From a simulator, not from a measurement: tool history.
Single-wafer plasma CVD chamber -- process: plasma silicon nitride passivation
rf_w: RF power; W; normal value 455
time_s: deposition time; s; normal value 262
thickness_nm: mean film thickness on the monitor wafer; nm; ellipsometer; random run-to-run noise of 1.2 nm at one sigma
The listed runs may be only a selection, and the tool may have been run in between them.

| run | hour | rf_w | time_s | read-back reference wafer on the same gauge, thickness_nm | thickness_nm |
|---|---|---|---|---|---|
| 1 | 0 | 455 | 262 | 294.887 | 346.712 |
| 2 | 61.3 | 455 | 262 | 294.86 | 345.437 |
| 3 | 118.7 | 455 | 251 | 294.869 | 331.785 |
| 4 | 211.6 | 455 | 251 | 294.84 | 329.258 |
| 5 | 293.7 | 455 | 251 | 295.223 | 329.009 |
| 6 | 396.6 | 455 | 262 | 295.013 | 342.714 |
|  | 462.9 | gauge calibrated |
|  | 480.5 | showerhead replaced |
| 7 | 492.5 | 455 | 262 | 295.227 | 341.477 |
| 8 | 570.3 | 455 | 262 | 295.001 | 339.676 |
| 9 | 642.7 | 495 | 227 | 295.021 | 305.576 |
| 10 | 727.7 | 500 | 313 | 295.034 | 422.277 |
|  | 786.1 | RF generator calibrated |
| 11 | 823.8 | 370 | 297 | 295.067 | 359.954 |
| 12 | 900.7 | 410 | 262 | 295.062 | 333.23 |
| 13 | 959.2 | 455 | 262 | 294.98 | 352.061 |
| 14 | 1007.7 | 455 | 262 | 295.066 | 350.272 |
| 15 | 1184.5 | 455 | 262 | 295.128 | 351.213 |
| 16 | 1253.5 | 415 | 210 | 295.112 | 268.823 |
| 17 | 1344.2 | 455 | 244 | 294.929 | 327.443 |

A few steps of thickness_nm between consecutive runs. Split each: what settings, incoming material and random variation would produce without the hidden state, and what is left over for the hidden state, along with gauge scatter present in only one of the two compared results (measured, and without hidden state):
The tool's hidden condition here consists of: delivered RF power above the setpoint (%); gauge reads high (%).
Run 9 -> 10: rf_w 495 -> 500, time_s 227 -> 313. thickness_nm +116.701 nm: hidden state -5.945, all else +122.646.
Run 10 -> 11: rf_w 500 -> 370, time_s 313 -> 297, RF generator calibrated. thickness_nm -62.323 nm: hidden state +16.438, all else -78.761.
